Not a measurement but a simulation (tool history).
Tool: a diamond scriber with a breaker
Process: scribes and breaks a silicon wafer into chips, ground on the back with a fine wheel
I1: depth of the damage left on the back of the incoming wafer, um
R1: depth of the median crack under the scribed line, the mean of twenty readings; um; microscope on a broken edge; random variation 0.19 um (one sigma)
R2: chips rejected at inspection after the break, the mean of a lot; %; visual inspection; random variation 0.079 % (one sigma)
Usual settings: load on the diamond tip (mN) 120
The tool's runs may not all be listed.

{"run": 1, "hour": 0.0, "load on the diamond tip (mN)": 120, "I1": 2.4, "R1": 13.86, "R2": 2}
{"run": 2, "hour": 89.7, "load on the diamond tip (mN)": 120, "I1": 2.96, "R1": 13.13, "R2": 2.95}
{"run": 3, "hour": 329.4, "load on the diamond tip (mN)": 95, "I1": 2.37, "R1": 10.87, "R2": 7.2}
{"run": 4, "hour": 417.2, "load on the diamond tip (mN)": 95, "I1": 2.33, "R1": 10.86, "R2": 7.45}
{"run": 5, "hour": 459.2, "load on the diamond tip (mN)": 120, "I1": 1.78, "R1": 12.29, "R2": 2.76}
{"run": 6, "hour": 550.8, "load on the diamond tip (mN)": 143, "I1": 2.01, "R1": 13.85, "R2": 1.68}
{"run": 7, "hour": 653.0, "load on the diamond tip (mN)": 143, "I1": 2.86, "R1": 14.06, "R2": 2.23}
{"hour": 676.5, "done": "diamond tip replaced by a new one"}
{"hour": 707.4, "done": "load on the tip recalibrated"}
{"run": 8, "hour": 760.0, "load on the diamond tip (mN)": 98, "I1": 2.32, "R1": 11.59, "R2": 5.04}
{"run": 9, "hour": 804.4, "load on the diamond tip (mN)": 98, "I1": 2.82, "R1": 11.51, "R2": 6.23}
{"run": 10, "hour": 881.0, "load on the diamond tip (mN)": 98, "I1": 2.12, "R1": 11, "R2": 6.51}
{"run": 11, "hour": 921.7, "load on the diamond tip (mN)": 120, "I1": 2.95, "R1": 12.2, "R2": 3.95}
{"run": 12, "hour": 1004.9, "load on the diamond tip (mN)": 94, "I1": 1.8, "R1": 10.51, "R2": 8.72}
{"run": 13, "hour": 1093.3, "load on the diamond tip (mN)": 94, "I1": 1.66, "R1": 10.72, "R2": 9.18}
{"run": 14, "hour": 1130.6, "load on the diamond tip (mN)": 94, "I1": 1.98, "R1": 10.59, "R2": 9.65}
{"run": 15, "hour": 1176.6, "load on the diamond tip (mN)": 120, "I1": 2.51, "R1": 11.89, "R2": 4.29}
{"run": 16, "hour": 1220.7, "load on the diamond tip (mN)": 120, "I1": 2.02, "R1": 12.36, "R2": 3.81}
{"run": 17, "hour": 1264.9, "load on the diamond tip (mN)": 120, "I1": 2.71, "R1": 11.7, "R2": 4.05}
{"run": 18, "hour": 1350.4, "load on the diamond tip (mN)": 120, "I1": 2.58, "R1": 11.95, "R2": 4.27}
{"hour": 1402.4, "done": "diamond tip replaced by a new one"}
{"run": 19, "hour": 1496.4, "load on the diamond tip (mN)": 120, "I1": 2.2, "R1": 13.52, "R2": 2.09}
{"run": 20, "hour": 1603.9, "load on the diamond tip (mN)": 111, "I1": 1.87, "R1": 12.46, "R2": 2.64}
{"hour": 1645.5, "done": "load on the tip recalibrated"}
{"run": 21, "hour": 1655.6, "load on the diamond tip (mN)": 120, "I1": 1.95, "R1": 12.18, "R2": 3.47}
{"run": 22, "hour": 1715.8, "load on the diamond tip (mN)": 90, "I1": 2.56, "R1": 10.21, "R2": 10.82}
{"run": 23, "hour": 1797.9, "load on the diamond tip (mN)": 120, "I1": 2.9, "R1": 12.16, "R2": 5.1}
{"run": 24, "hour": 1882.6, "load on the diamond tip (mN)": 141, "I1": 1.78, "R1": 13.01, "R2": 2.28}
{"run": 25, "hour": 1962.1, "load on the diamond tip (mN)": 110, "I1": 2.07, "R1": 11.15, "R2": 6.39}
{"hour": 2029.3, "done": "diamond tip replaced by a new one"}
{"run": 26, "hour": 2104.6, "load on the diamond tip (mN)": 150, "I1": 1.68, "R1": 14.81, "R2": 2.12}
{"run": 27, "hour": 2182.8, "load on the diamond tip (mN)": 104, "I1": 2.18, "R1": 11.69, "R2": 4.78}
{"run": 28, "hour": 2233.8, "load on the diamond tip (mN)": 105, "I1": 2.12, "R1": 11.54, "R2": 4.77}
{"run": 29, "hour": 2275.8, "load on the diamond tip (mN)": 120, "I1": 2.19, "R1": 12.31, "R2": 3.27}
{"run": 30, "hour": 2332.6, "load on the diamond tip (mN)": 144, "I1": 2.65, "R1": 13.72, "R2": 2.01}
{"run": 31, "hour": 2388.2, "load on the diamond tip (mN)": 88, "I1": 2.26, "R1": 10.29, "R2": 10.27}
{"run": 32, "hour": 2453.5, "load on the diamond tip (mN)": 147, "I1": 2.24, "R1": 13.74, "R2": 1.9}
{"run": 33, "hour": 2531.9, "load on the diamond tip (mN)": 86, "I1": 1.68, "R1": 9.83, "R2": 10.91}
{"hour": 2591.0, "done": "load on the tip recalibrated"}
{"run": 34, "hour": 2591.5, "load on the diamond tip (mN)": 138, "I1": 2.12, "R1": 12.08, "R2": 3.44}

Run 35 comes next. What will it give?
{"run": 35, "hour": 2644.8, "load on the diamond tip (mN)": 156, "I1": 2.35, "R1": "?", "R2": "?"}

R1: 13.46 um
R2: 2.47 %
Without the tool's hidden state the same run would have given R1 16.75 um, R2 4.29 %.

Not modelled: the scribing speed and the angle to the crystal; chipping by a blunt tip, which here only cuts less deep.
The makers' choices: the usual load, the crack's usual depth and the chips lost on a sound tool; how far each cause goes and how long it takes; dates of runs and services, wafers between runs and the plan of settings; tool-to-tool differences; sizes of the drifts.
